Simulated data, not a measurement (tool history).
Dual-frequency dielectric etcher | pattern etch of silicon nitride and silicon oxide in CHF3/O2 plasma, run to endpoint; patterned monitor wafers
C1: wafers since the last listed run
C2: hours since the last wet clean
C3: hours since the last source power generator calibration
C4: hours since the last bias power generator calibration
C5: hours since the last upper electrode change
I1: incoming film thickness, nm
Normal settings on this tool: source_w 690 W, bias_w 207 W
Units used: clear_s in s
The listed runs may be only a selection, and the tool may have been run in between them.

run 1 day=0.000 | source_w=690 bias_w=181 | C1=0 C2=418.5 C3=3214.1 C4=945.5 C5=3542.9 | I1=185.4 | clear_s=117.8
run 2 day=2.208 | source_w=690 bias_w=207 | C1=461 C2=471.5 C3=3267.1 C4=998.5 C5=3595.9 | I1=184.5 | clear_s=114.2
-- day=3.479 wet clean of the chamber
run 3 day=6.338 | source_w=690 bias_w=207 | C1=654 C2=68.6 C3=3366.2 C4=1097.6 C5=3695.0 | I1=183.7 | clear_s=112.3
run 4 day=8.062 | source_w=690 bias_w=207 | C1=360 C2=110.0 C3=3407.6 C4=1139.0 C5=3736.4 | I1=183.3 | clear_s=111.7
run 5 day=11.925 | source_w=730 bias_w=171 | C1=807 C2=202.7 C3=3500.3 C4=1231.7 C5=3829.1 | I1=183.5 | clear_s=115.4
-- day=16.825 upper electrode replaced
run 6 day=16.846 | source_w=730 bias_w=171 | C1=820 C2=320.8 C3=3618.4 C4=1349.8 C5=0.5 | I1=184.1 | clear_s=117.0
-- day=17.279 source power generator calibrated
run 7 day=18.621 | source_w=690 bias_w=207 | C1=336 C2=363.4 C3=32.2 C4=1392.4 C5=43.1 | I1=184.8 | clear_s=113.4
-- day=21.112 wet clean of the chamber
run 8 day=22.229 | source_w=780 bias_w=207 | C1=545 C2=26.8 C3=118.8 C4=1479.0 C5=129.7 | I1=183.7 | clear_s=107.7
-- day=25.592 bias power generator calibrated
run 9 day=26.404 | source_w=780 bias_w=207 | C1=838 C2=127.0 C3=219.0 C4=19.5 C5=229.9 | I1=185.1 | clear_s=108.6
run 10 day=30.229 | source_w=690 bias_w=207 | C1=800 C2=218.8 C3=310.8 C4=111.3 C5=321.7 | I1=185.3 | clear_s=113.3
run 11 day=32.433 | source_w=690 bias_w=181 | C1=461 C2=271.7 C3=363.7 C4=164.2 C5=374.6 | I1=185.0 | clear_s=117.3
run 12 day=34.371 | source_w=830 bias_w=207 | C1=405 C2=318.2 C3=410.2 C4=210.7 C5=421.1 | I1=184.0 | clear_s=105.2
run 13 day=37.842 | source_w=600 bias_w=236 | C1=726 C2=401.5 C3=493.5 C4=294.0 C5=504.4 | I1=183.9 | clear_s=113.3
-- day=39.567 wet clean of the chamber
run 14 day=39.638 | source_w=640 bias_w=241 | C1=166 C2=1.7 C3=536.6 C4=337.1 C5=547.5 | I1=185.6 | clear_s=111.8
run 15 day=41.388 | source_w=690 bias_w=156 | C1=366 C2=43.7 C3=578.6 C4=379.1 C5=589.5 | I1=183.9 | clear_s=120.4
run 16 day=42.904 | source_w=580 bias_w=188 | C1=317 C2=80.1 C3=615.0 C4=415.5 C5=625.9 | I1=184.0 | clear_s=123.8
run 17 day=45.604 | source_w=690 bias_w=207 | C1=564 C2=144.9 C3=679.8 C4=480.3 C5=690.7 | I1=182.5 | clear_s=112.2
run 18 day=49.021 | source_w=690 bias_w=207 | C1=714 C2=226.9 C3=761.8 C4=562.3 C5=772.7 | I1=184.6 | clear_s=113.4
run 19 day=52.621 | source_w=810 bias_w=242 | C1=753 C2=313.3 C3=848.2 C4=648.7 C5=859.1 | I1=185.4 | clear_s=101.6

3 ways to go on from here, each from the tool as it stands after run 19. What would each give?
run A day=52.642 | source_w=690 bias_w=252 | C1=4 C2=313.8 C3=848.7 C4=649.2 C5=859.6 | I1=184.3 | clear_s=?
run B day=52.642 | source_w=610 bias_w=255 | C1=4 C2=313.8 C3=848.7 C4=649.2 C5=859.6 | I1=184.3 | clear_s=?
run C day=52.642 | source_w=780 bias_w=190 | C1=4 C2=313.8 C3=848.7 C4=649.2 C5=859.6 | I1=184.3 | clear_s=?

run=A clear_s=106.3
run=B clear_s=110.6
run=C clear_s=110.6
Stripped of hidden state, with their random variation kept, the same runs would have yielded:
run=A clear_s=106.3
run=B clear_s=110.6
run=C clear_s=110.6

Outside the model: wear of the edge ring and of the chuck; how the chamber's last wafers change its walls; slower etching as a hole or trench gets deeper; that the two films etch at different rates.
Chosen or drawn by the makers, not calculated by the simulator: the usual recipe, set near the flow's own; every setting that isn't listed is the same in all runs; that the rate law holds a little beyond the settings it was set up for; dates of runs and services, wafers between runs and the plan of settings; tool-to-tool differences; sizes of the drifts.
